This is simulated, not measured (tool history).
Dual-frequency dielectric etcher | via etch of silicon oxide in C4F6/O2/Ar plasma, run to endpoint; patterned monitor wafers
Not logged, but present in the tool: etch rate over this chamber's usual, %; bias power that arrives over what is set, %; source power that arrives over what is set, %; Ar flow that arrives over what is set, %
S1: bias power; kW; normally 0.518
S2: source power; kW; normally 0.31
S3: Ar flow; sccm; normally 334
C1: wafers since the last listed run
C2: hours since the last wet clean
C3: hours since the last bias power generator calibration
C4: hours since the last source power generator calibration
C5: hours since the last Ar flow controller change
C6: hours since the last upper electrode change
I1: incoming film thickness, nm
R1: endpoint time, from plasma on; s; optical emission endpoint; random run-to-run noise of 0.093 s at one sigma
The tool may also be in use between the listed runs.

run,hour,S1,S2,S3,C1,C2,C3,C4,C5,C6,I1,R1
1,0,0.556,0.27,334,0,274.3,1556.6,1230.7,2015.1,2288,119.3,31.8
2,62,0.556,0.27,334,1013,336.3,1618.6,1292.7,2077.1,2350,120,32
3,106.7,0.518,0.31,334,730,381,1663.3,1337.4,2121.8,2394.7,118.9,31.3
4,196.6,0.518,0.35,334,1469,470.9,1753.2,1427.3,2211.7,2484.6,118.3,30.4
# hour 232.5: wet clean of the chamber
5,261.9,0.518,0.35,334,675,29.4,1818.5,1492.6,2277,2549.9,119.2,30.1
6,316.5,0.518,0.35,334,892,84,1873.1,1547.2,2331.6,2604.5,119.8,30.2
7,420.8,0.587,0.25,334,1705,188.3,1977.4,1651.5,2435.9,2708.8,119.2,31.6
8,662.1,0.518,0.28,334,3945,429.6,2218.7,1892.8,2677.2,2950.1,119.1,32.3
# hour 729.6: wet clean of the chamber
9,730.1,0.58,0.31,252,719,0.5,2286.7,1960.8,2745.2,3018.1,120.3,29.4
# hour 756.8: bias power generator calibrated
10,766.5,0.559,0.31,334,529,36.9,9.7,1997.2,2781.6,3054.5,118.2,29.9
# hour 781.1: source power generator calibrated
11,826.2,0.518,0.31,334,910,96.6,69.4,45.1,2841.3,3114.2,120.4,31.3
# hour 849: Ar flow controller replaced
12,923.6,0.518,0.31,334,1494,194,166.8,142.5,74.6,3211.6,120.5,31.5
# hour 1108.7: upper electrode replaced
13,1138.9,0.394,0.34,254,3127,409.3,382.1,357.8,289.9,30.2,119.5,32.5
# hour 1211: wet clean of the chamber
14,1242.1,0.518,0.37,334,1294,31.1,485.3,461,393.1,133.4,118.1,29.2

Run 15, settings as shown, results not yet in. Your forecast:
15,1294.5,0.437,0.36,301,856,83.5,537.7,513.4,445.5,185.8,120.7,?

{"run 15": {"R1": 31.4}}
Minus the tool's unlogged condition, the same run would have read R1 31.3 s.
